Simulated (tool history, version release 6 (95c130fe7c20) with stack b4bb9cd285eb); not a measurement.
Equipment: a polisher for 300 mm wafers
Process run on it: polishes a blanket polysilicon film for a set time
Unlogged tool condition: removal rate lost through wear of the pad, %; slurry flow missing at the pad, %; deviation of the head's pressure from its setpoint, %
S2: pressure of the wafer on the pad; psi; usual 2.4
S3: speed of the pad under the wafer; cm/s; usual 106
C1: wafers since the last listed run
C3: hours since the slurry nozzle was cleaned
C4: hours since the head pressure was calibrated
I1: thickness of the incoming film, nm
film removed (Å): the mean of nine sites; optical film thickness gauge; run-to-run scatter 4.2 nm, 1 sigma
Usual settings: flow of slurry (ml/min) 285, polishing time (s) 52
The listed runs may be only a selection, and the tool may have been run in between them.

run 1 hour=0 | flow_of_slurry_(ml/min)=285 S2=2.4 S3=106 polishing_time_(s)=59 | C1=0 wafers_polished_on_this_pad=383 C3=712.5 C4=1174.6 | I1=1850.2 | film_removed_(Å)=4134
run 2 hour=11.4 | flow_of_slurry_(ml/min)=285 S2=2.4 S3=106 polishing_time_(s)=59 | C1=80 wafers_polished_on_this_pad=463 C3=723.9 C4=1186 | I1=1836.2 | film_removed_(Å)=4162
run 3 hour=26.4 | flow_of_slurry_(ml/min)=285 S2=2.4 S3=106 polishing_time_(s)=52 | C1=105 wafers_polished_on_this_pad=569 C3=738.9 C4=1201 | I1=1901.5 | film_removed_(Å)=3605
run 4 hour=40.1 | flow_of_slurry_(ml/min)=285 S2=2.4 S3=106 polishing_time_(s)=52 | C1=96 wafers_polished_on_this_pad=666 C3=752.6 C4=1214.7 | I1=1874.4 | film_removed_(Å)=3586
run 5 hour=55.7 | flow_of_slurry_(ml/min)=285 S2=2.4 S3=106 polishing_time_(s)=52 | C1=110 wafers_polished_on_this_pad=776 C3=768.2 C4=1230.3 | I1=1892.8 | film_removed_(Å)=3615
-- hour=65 worn pad replaced by a new one
run 6 hour=71.7 | flow_of_slurry_(ml/min)=285 S2=2.4 S3=106 polishing_time_(s)=52 | C1=84 wafers_polished_on_this_pad=47 C3=784.2 C4=1246.3 | I1=1909.2 | film_removed_(Å)=3412
-- hour=95.5 worn pad replaced by a new one, repeated, since the last time left the tool worse
run 7 hour=97.6 | flow_of_slurry_(ml/min)=285 S2=2.4 S3=106 polishing_time_(s)=52 | C1=154 wafers_polished_on_this_pad=14 C3=810.1 C4=1272.2 | I1=1849.5 | film_removed_(Å)=3852
-- hour=99.4 slurry nozzle cleaned
run 8 hour=111.6 | flow_of_slurry_(ml/min)=285 S2=3.1 S3=90 polishing_time_(s)=52 | C1=91 wafers_polished_on_this_pad=106 C3=12.2 C4=1286.2 | I1=1899.4 | film_removed_(Å)=4176
run 9 hour=122.7 | flow_of_slurry_(ml/min)=200 S2=2.4 S3=140 polishing_time_(s)=40 | C1=78 wafers_polished_on_this_pad=184 C3=23.3 C4=1297.3 | I1=1863.2 | film_removed_(Å)=3437
-- hour=132.6 head pressure recalibrated
run 10 hour=137 | flow_of_slurry_(ml/min)=285 S2=2.4 S3=106 polishing_time_(s)=52 | C1=86 wafers_polished_on_this_pad=271 C3=37.6 C4=4.4 | I1=1878.1 | film_removed_(Å)=3677
run 11 hour=144.8 | flow_of_slurry_(ml/min)=225 S2=2.4 S3=106 polishing_time_(s)=52 | C1=55 wafers_polished_on_this_pad=326 C3=45.4 C4=12.2 | I1=1877.5 | film_removed_(Å)=3605
run 12 hour=152.3 | flow_of_slurry_(ml/min)=370 S2=2.1 S3=94 polishing_time_(s)=52 | C1=52 wafers_polished_on_this_pad=379 C3=52.9 C4=19.7 | I1=1855.4 | film_removed_(Å)=2948
run 13 hour=164.4 | flow_of_slurry_(ml/min)=235 S2=2.7 S3=138 polishing_time_(s)=65 | C1=85 wafers_polished_on_this_pad=464 C3=65 C4=31.8 | I1=1884.1 | film_removed_(Å)=6117
run 14 hour=172.3 | flow_of_slurry_(ml/min)=285 S2=1.9 S3=130 polishing_time_(s)=52 | C1=55 wafers_polished_on_this_pad=520 C3=72.9 C4=39.7 | I1=1827.6 | film_removed_(Å)=3470

Below, some changes in film removed (Å) between adjacent runs. For each, the amount present without the hidden state too (settings, incoming material, random variation) and the amount remaining for the hidden state with gauge scatter not shared by both compared results:
Run 6 -> 7: worn pad replaced by a new one, repeated, since the last time left the tool worse. film removed (Å) +440: hidden state +439, all else +1.
Run 12 -> 13: flow of slurry (ml/min) 370 -> 235, S2 2.1 -> 2.7, S3 94 -> 138, polishing time (s) 52 -> 65. film removed (Å) +3169: hidden state -267, all else +3436.

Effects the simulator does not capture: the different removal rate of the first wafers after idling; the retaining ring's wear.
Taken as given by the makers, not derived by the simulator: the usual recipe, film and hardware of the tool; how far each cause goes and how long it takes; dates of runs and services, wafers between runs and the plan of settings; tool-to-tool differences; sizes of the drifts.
